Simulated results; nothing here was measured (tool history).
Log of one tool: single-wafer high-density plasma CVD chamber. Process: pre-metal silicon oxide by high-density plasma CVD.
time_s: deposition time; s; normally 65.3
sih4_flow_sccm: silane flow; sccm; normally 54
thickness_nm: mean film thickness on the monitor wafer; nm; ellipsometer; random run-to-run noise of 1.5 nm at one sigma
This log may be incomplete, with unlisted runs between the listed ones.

run    hour  time_s  sih4_flow_sccm  read-back reference wafer on the same gauge, thickness_nm  thickness_nm
  1     0.0    65.3              54                                                    384.930       368.795
  2    95.5    65.3              54                                                    384.675       365.685
  3   192.8    65.3              54                                                    384.969       365.647
  4   262.8    56.7              54                                                    384.719       318.260
  5   356.6    56.7              54                                                    384.179       315.907
  6   397.0    70.1              62                                                    383.312       445.741
  7   498.8    65.3              54                                                    381.979       362.716
  8   560.1    65.3              54                                                    382.000       364.914
  9   634.3    68.7              61                                                    381.458       431.230
 10   956.6    74.7              59                                                    376.779       448.605
 11  1001.1    71.9              54                                                    376.152       393.252
 12  1087.1    65.3              54                                                    386.919       369.526
 13  1180.4    71.9              63                                                    386.282       475.247
 14  1259.6    65.3              54                                                    386.147       367.580
 15  1305.3    65.3              54                                                    385.954       368.042
 16  1344.1    54.6              64                                                    385.899       363.987
 17  1393.0    76.6              63                                                    385.449       503.656

The log once held 2 entries between its listed runs, left out of this copy. Where does each go, and what is different about the tool's unlogged condition between the listed run before it and the listed run after it?
Runs 7 to 8: silane flow controller replaced (hour 524.3)
  gauge reads high (%): -0.721 -> -0.876
  what was measured, less what the result would be without the hidden state, thickness_nm: -2.635 -> -3.226 nm
Runs 11 to 12: gauge calibrated (hour 1050.8)
  gauge reads high (%): -2.35 -> 0.388
  what was measured, less what the result would be without the hidden state, thickness_nm: -9.448 -> +1.428 nm

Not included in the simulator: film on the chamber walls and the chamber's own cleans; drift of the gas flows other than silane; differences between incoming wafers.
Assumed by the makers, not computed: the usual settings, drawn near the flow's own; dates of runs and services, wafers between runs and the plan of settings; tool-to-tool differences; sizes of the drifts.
